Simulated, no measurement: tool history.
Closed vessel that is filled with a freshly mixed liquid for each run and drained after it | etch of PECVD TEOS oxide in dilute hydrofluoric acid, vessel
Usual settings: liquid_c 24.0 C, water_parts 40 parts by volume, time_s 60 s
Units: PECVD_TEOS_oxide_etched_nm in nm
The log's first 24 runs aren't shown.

run,hour,liquid_c,water_parts,time_s,wafers since the last listed run,hours since the thermometer was replaced,hours since the hydrofluoric acid flow meter was replaced,hours since the gauge calibration,"read-back film thickness of the PECVD TEOS oxide reference wafer, read on the same gauge (nm)",PECVD_TEOS_oxide_etched_nm
25,1199.3,22.0,30,90,6969,366.8,675.5,676.1,130.01,25.67
26,1239.9,24.0,40,60,5625,407.4,716.1,716.7,130.02,13.59
27,1292.4,21.5,40,80,7274,459.9,768.6,769.2,129.98,16.23
28,1348.0,22.0,55,30,7704,515.5,824.2,824.8,130.01,4.45
29,1387.7,26.5,25,90,5501,555.2,863.9,864.5,129.99,36.67
30,1421.5,24.0,45,90,4683,589.0,897.7,898.3,129.99,17.95
31,1491.1,20.5,40,60,9644,658.6,967.3,967.9,130.00,11.33
32,1538.4,25.5,40,85,6554,705.9,1014.6,1015.2,130.02,19.70
# hour 1573.8: thermometer replaced
33,1607.8,24.0,40,60,9477,34.0,1084.0,1084.6,129.99,14.28
34,1668.6,21.0,30,35,8424,94.8,1144.8,1145.4,130.03,9.78

Forecast each of these 3 alternatives for the next run:
A,1669.3,24.0,40,35,96,95.5,1145.5,1146.1,?,?
B,1669.3,24.0,55,85,96,95.5,1145.5,1146.1,?,?
C,1669.3,19.5,25,30,96,95.5,1145.5,1146.1,?,?

run,"read-back film thickness of the PECVD TEOS oxide reference wafer, read on the same gauge (nm)",PECVD_TEOS_oxide_etched_nm
A,129.98,8.42
B,129.98,14.57
C,129.98,9.71
Without the tool's hidden state the same runs would have given:
run,PECVD_TEOS_oxide_etched_nm
A,8.58
B,14.86
C,9.91
